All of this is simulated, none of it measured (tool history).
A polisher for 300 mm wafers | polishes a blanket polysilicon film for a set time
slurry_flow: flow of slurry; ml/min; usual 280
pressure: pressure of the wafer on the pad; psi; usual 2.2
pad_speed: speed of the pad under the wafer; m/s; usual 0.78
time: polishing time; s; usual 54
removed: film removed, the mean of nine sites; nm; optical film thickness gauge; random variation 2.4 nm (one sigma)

run,day,slurry_flow,pressure,pad_speed,time,"incoming thickness of the incoming film, nm",removed
1,0,280,2.2,0.78,54,928.1,250.7
2,3.579,280,2.2,0.78,54,926.8,251.1
3,6.367,280,2.2,0.78,54,915.9,248.9
# day 10.617: slurry nozzle cleaned
4,10.638,280,2.2,0.78,54,937.8,248.4
5,12.412,280,2.2,0.78,54,929.5,246.8
6,14.821,280,2.2,0.78,65,919,296.1
7,18.925,280,2.2,0.78,65,927.1,294.9
8,22.025,280,2.2,0.78,65,914.6,290
9,24.433,280,2.2,0.68,54,934.6,223.6
# day 25.221: worn pad replaced by a new one
10,28.921,280,2.2,0.78,54,929.8,235.9
11,33.279,280,2.2,0.78,54,935.7,232.2
12,35.417,280,2.2,0.78,54,918.4,233.3
# day 37.55: head pressure recalibrated
13,38.167,280,2.2,0.78,54,936.6,253.4
# day 39.521: slurry nozzle cleaned
14,42.004,280,2.2,0.78,54,945.1,255.7
15,45.258,280,1.7,0.78,54,935.6,213.7
16,47.496,210,2.2,0.78,54,923.8,244.6
17,50.129,280,2.9,0.78,54,934.3,312.5
# day 53.575: worn pad replaced by a new one
18,53.783,280,2.2,0.78,60,934.3,279.6
19,57.125,355,2.5,0.86,54,935.5,295.3
20,59.679,255,2.2,0.66,62,940.1,257.3
21,64.075,280,2.2,0.94,66,925.8,342.5
# day 64.908: slurry nozzle cleaned
22,65.592,280,2.2,0.78,54,925.3,243.7
23,69.7,280,2.2,0.78,54,908.2,244.7
24,72.471,280,2.2,0.78,41,914.2,189.5
25,74.838,240,2.2,0.78,54,931.1,239.4
26,76.592,280,2.2,0.78,54,919.5,237.4
27,78.188,215,2.2,0.96,54,919.2,267.9
28,81.188,280,2.2,0.6,43,940.4,165.6
29,82.729,280,2.2,0.78,54,930,239
# day 84.838: worn pad replaced by a new one
30,85.192,280,2.2,0.78,54,931.2,237.5
31,89.179,280,2.2,0.78,54,931.9,234.9
32,92.529,190,1.7,0.88,54,938.5,201.7
# day 97.067: slurry nozzle cleaned
33,98.542,245,1.9,0.92,65,934.3,268.8
# day 100.754: head pressure recalibrated
34,102.208,280,2.2,0.78,45,945.2,208.5
35,106.342,370,2.8,0.94,71,940.3,453.6
36,108.183,355,1.7,0.78,54,938,212.6
# day 109.567: worn pad replaced by a new one
37,110.688,280,2.6,0.68,54,927.7,264.3

The same runs without the tool's hidden state, with the same run-to-run variation:
The hidden state here: removal rate lost through wear of the pad, %; slurry flow missing at the pad, %; deviation of the head's pressure from its setpoint, %.
run,removed
1,252.9
2,254.6
3,253.4
4,254.7
5,253.9
6,306.2
7,307.6
8,304.7
9,236.4
10,252.5
11,251.8
12,254.7
13,254.2
14,256.7
15,214.7
16,246.1
17,314.8
18,282.4
19,299.2
20,261.5
21,349.9
22,249.5
23,252.2
24,196.3
25,249.1
26,247.9
27,280.6
28,174.6
29,253
30,253
31,252.9
32,219.3
33,298
34,209.1
35,455.2
36,213.4
37,265.7

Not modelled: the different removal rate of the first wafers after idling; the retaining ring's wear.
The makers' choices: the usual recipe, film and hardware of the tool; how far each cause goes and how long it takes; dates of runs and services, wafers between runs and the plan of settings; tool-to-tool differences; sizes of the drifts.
